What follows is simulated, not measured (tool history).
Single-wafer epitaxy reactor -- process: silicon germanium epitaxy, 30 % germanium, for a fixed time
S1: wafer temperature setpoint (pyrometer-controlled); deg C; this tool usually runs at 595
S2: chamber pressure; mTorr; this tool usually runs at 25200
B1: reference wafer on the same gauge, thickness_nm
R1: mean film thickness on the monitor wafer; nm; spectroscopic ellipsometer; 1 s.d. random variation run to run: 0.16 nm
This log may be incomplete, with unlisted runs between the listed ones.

run	hour	S1	S2	B1	R1
1	0	595	25200	55.436	57.024
2	40.9	595	25200	55.407	56.962
3	105.3	591	28100	55.394	55.428
4	130.6	595	25200	55.434	56.952
5	174.4	595	25200	55.417	56.761
6	207	595	25200	55.37	56.781
7	260.2	591	25200	55.374	52.509
8	316.4	587	25200	55.389	47.985
9	376.1	595	25200	55.365	56.866
10	443.4	595	25200	55.403	57.093
11	512.2	592	20500	55.386	47.006
12	566.5	595	25200	55.395	57.607
13	611	595	25200	55.408	57.618
14	650.3	584	23100	55.428	41.512
15	704.9	603	28800	55.391	76.73
16	736.3	595	25200	55.42	57.828
17	806	583	21400	55.397	37.373
18	837.8	580	30900	55.406	49.897
19	879.5	610	25200	55.447	78.73
20	1045.6	601	31000	55.382	76.18
21	1089.8	595	25200	55.399	56.497
22	1151.3	603	29200	55.405	75.769
23	1332.1	585	25200	55.413	45.61
24	1375.2	608	25200	55.403	74.366
25	1434.7	595	19100	55.422	39.827
26	1476	581	26800	55.396	44.341
27	1531.3	595	25200	55.449	56.435

Withheld: 4 entries from between the runs. Position of each, and hidden state at the listed run before versus the listed run after:
Between runs 11 and 12: showerhead replaced, of another model than before (hour 565.5)
  true pressure above the setpoint (%): 2.39 -> 2.48
  measured value less the no-hidden-state value, R1: +0.643 -> +1.331 nm
Between runs 15 and 16: gauge calibrated (hour 708.4)
  true pressure above the setpoint (%): 2.72 -> 2.77
  measured value less the no-hidden-state value, R1: +1.935 -> +1.486 nm
Between runs 17 and 18: pyrometer calibrated (hour 830.1)
  true pressure above the setpoint (%): 2.89 -> 2.95
  measured value less the no-hidden-state value, R1: +1 -> +1.359 nm
Between runs 19 and 20: capacitance manometer re-zeroed and calibrated (hour 888.2)
  true pressure above the setpoint (%): 3.02 -> 0.11
  measured value less the no-hidden-state value, R1: +2.195 -> +0.081 nm

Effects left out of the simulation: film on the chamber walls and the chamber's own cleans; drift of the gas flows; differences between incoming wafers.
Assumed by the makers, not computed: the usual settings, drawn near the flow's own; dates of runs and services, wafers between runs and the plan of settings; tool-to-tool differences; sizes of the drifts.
